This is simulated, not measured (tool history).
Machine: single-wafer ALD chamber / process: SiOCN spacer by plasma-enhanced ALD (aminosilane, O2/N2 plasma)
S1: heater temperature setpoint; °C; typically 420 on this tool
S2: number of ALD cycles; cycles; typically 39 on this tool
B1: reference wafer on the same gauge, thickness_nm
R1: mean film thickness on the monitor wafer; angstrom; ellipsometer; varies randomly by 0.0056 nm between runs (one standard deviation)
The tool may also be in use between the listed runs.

run 1 hour=0 | S1=420 S2=39 | B1=2.148 | R1=22.38
run 2 hour=54.9 | S1=420 S2=39 | B1=2.15 | R1=22.4
run 3 hour=93.6 | S1=420 S2=39 | B1=2.152 | R1=22.31
run 4 hour=147.5 | S1=426 S2=39 | B1=2.152 | R1=21.97
run 5 hour=192.6 | S1=426 S2=39 | B1=2.15 | R1=21.97
run 6 hour=237 | S1=426 S2=39 | B1=2.15 | R1=22.04
-- hour=247.9 thermocouple changed; heater temperature recalibrated
run 7 hour=293.8 | S1=420 S2=44 | B1=2.149 | R1=25.23
run 8 hour=324.7 | S1=420 S2=44 | B1=2.151 | R1=25.15
-- hour=344.5 gauge calibrated
run 9 hour=352.8 | S1=430 S2=42 | B1=2.149 | R1=23.26
run 10 hour=420 | S1=426 S2=46 | B1=2.15 | R1=25.88
run 11 hour=486.7 | S1=433 S2=32 | B1=2.15 | R1=17.65
run 12 hour=520.1 | S1=426 S2=36 | B1=2.149 | R1=20.27
run 13 hour=563.3 | S1=420 S2=39 | B1=2.15 | R1=22.36
run 14 hour=630 | S1=408 S2=45 | B1=2.15 | R1=26.9
run 15 hour=662.1 | S1=431 S2=42 | B1=2.151 | R1=23.33
run 16 hour=715.5 | S1=420 S2=39 | B1=2.15 | R1=22.38
run 17 hour=748 | S1=420 S2=39 | B1=2.148 | R1=22.34

Branching from run 17: 4 alternative next runs. What would each branch give?
run A hour=748.5 | S1=420 S2=39 | B1=? | R1=?
run B hour=748.5 | S1=428 S2=36 | B1=? | R1=?
run C hour=748.5 | S1=420 S2=32 | B1=? | R1=?
run D hour=748.5 | S1=410 S2=39 | B1=? | R1=?

run=A B1=2.15 R1=22.36
run=B B1=2.15 R1=20.12
run=C B1=2.15 R1=18.35
run=D B1=2.15 R1=23.07
With no hidden state in the tool, these same runs would have given:
run=A R1=22.36
run=B R1=20.12
run=C R1=18.35
run=D R1=23.07
